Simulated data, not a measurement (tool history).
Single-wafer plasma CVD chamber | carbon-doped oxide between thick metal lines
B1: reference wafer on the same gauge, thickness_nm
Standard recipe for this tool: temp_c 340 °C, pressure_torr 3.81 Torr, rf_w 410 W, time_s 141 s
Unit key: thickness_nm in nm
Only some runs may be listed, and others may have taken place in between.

Run 1, hour 0: usual settings; B1 750.202. Result: thickness_nm 630.136 nm.
Run 2, hour 75.4: usual settings; B1 749.442. Result: thickness_nm 631.63 nm.
Run 3, hour 119.7: usual settings; B1 749.842. Result: thickness_nm 634.151 nm.
Run 4, hour 192: usual settings; B1 749.798. Result: thickness_nm 628.488 nm.
At hour 221.3: RF generator calibrated.
Run 5, hour 277.2: usual settings; B1 750.103. Result: thickness_nm 627.731 nm.
Run 6, hour 376.7: usual settings; B1 749.884. Result: thickness_nm 628.546 nm.
At hour 417.5: showerhead replaced.
Run 7, hour 442: usual settings but temp_c 348 °C, pressure_torr 2.87 Torr, rf_w 470 W; B1 750.455. Result: thickness_nm 681.299 nm.
Run 8, hour 481.8: usual settings but temp_c 349 °C; B1 749.774. Result: thickness_nm 613.593 nm.
Run 9, hour 556.8: usual settings; B1 749.888. Result: thickness_nm 631.443 nm.
At hour 603.4: capacitance manometer re-zeroed and calibrated.
Run 10, hour 656.8: usual settings but temp_c 331 °C, rf_w 490 W, time_s 123 s; B1 750.459. Result: thickness_nm 659.939 nm.
Run 11, hour 699.8: usual settings; B1 750.147. Result: thickness_nm 628.646 nm.
Run 12, hour 804.4: usual settings but rf_w 370 W; B1 749.988. Result: thickness_nm 564.534 nm.
Run 13, hour 853.1: usual settings but pressure_torr 2.95 Torr; B1 749.534. Result: thickness_nm 621.929 nm.
Run 14, hour 957.7: usual settings but pressure_torr 4.17 Torr, time_s 156 s; B1 750.252. Result: thickness_nm 696.998 nm.
Run 15, hour 1064.6: usual settings but temp_c 347 °C, pressure_torr 3.56 Torr, rf_w 455 W, time_s 162 s; B1 749.432. Result: thickness_nm 771.264 nm.
At hour 1094.4: gauge calibrated.
At hour 1128.4: RF generator calibrated.
Run 16, hour 1147.6: usual settings but temp_c 331 °C, pressure_torr 3.14 Torr, rf_w 350 W, time_s 156 s; B1 750.396. Result: thickness_nm 598.518 nm.
Run 17, hour 1236.5: usual settings; B1 750.2. Result: thickness_nm 627.553 nm.
At hour 1279: thermocouple changed; heater temperature recalibrated.
Run 18, hour 1279.5: usual settings but temp_c 353 °C, pressure_torr 3 Torr, rf_w 385 W, time_s 153 s; B1 750.236. Result: thickness_nm 611.058 nm.
Run 19, hour 1345.7: usual settings but rf_w 350 W; B1 749.535. Result: thickness_nm 541.723 nm.
Run 20, hour 1406.5: usual settings; B1 749.926. Result: thickness_nm 634.371 nm.
Run 21, hour 1468.2: usual settings but pressure_torr 4.41 Torr; B1 750.277. Result: thickness_nm 646.48 nm.
Run 22, hour 1661.1: usual settings but temp_c 351 °C, pressure_torr 4.22 Torr, rf_w 350 W, time_s 155 s; B1 749.953. Result: thickness_nm 576.632 nm.
Run 23, hour 1725.9: usual settings but temp_c 344 °C, pressure_torr 4.32 Torr; B1 750.238. Result: thickness_nm 629.837 nm.
Run 24, hour 1819.4: usual settings but temp_c 345 °C, rf_w 435 W; B1 750.059. Result: thickness_nm 657.868 nm.
Run 25, hour 1870.7: usual settings but pressure_torr 2.95 Torr; B1 750.467. Result: thickness_nm 621.456 nm.
Run 26, hour 1924.5: usual settings; B1 749.971. Result: thickness_nm 632.151 nm.
At hour 1948: RF generator calibrated.
Run 27, hour 2018.5: usual settings but time_s 116 s; B1 749.96. Result: thickness_nm 518.437 nm.

Table of differences, measured result less the result of that run with no hidden state. Run-to-run variation is the same in both. Gauge scatter possibly is not:
The hidden state here: wafer temperature above the value expected at the setpoint (K); delivered RF power above the setpoint (%); true pressure above the setpoint (%); gauge reads high (%).
run  thickness_nm
  1        -0.298
  2        -0.669
  3         -0.89
  4        -1.234
  5        -1.648
  6        -2.135
  7        -2.522
  8        -2.331
  9        -3.028
 10        -4.114
 11        -3.711
 12        -3.791
 13        -4.412
 14        -5.509
 15        -6.407
 16        -6.261
 17        -6.316
 18         +0.99
 19        +0.762
 20        +0.571
 21        +0.248
 22        -0.588
 23        -1.019
 24         -1.53
 25        -1.719
 26        -2.012
 27        -2.028
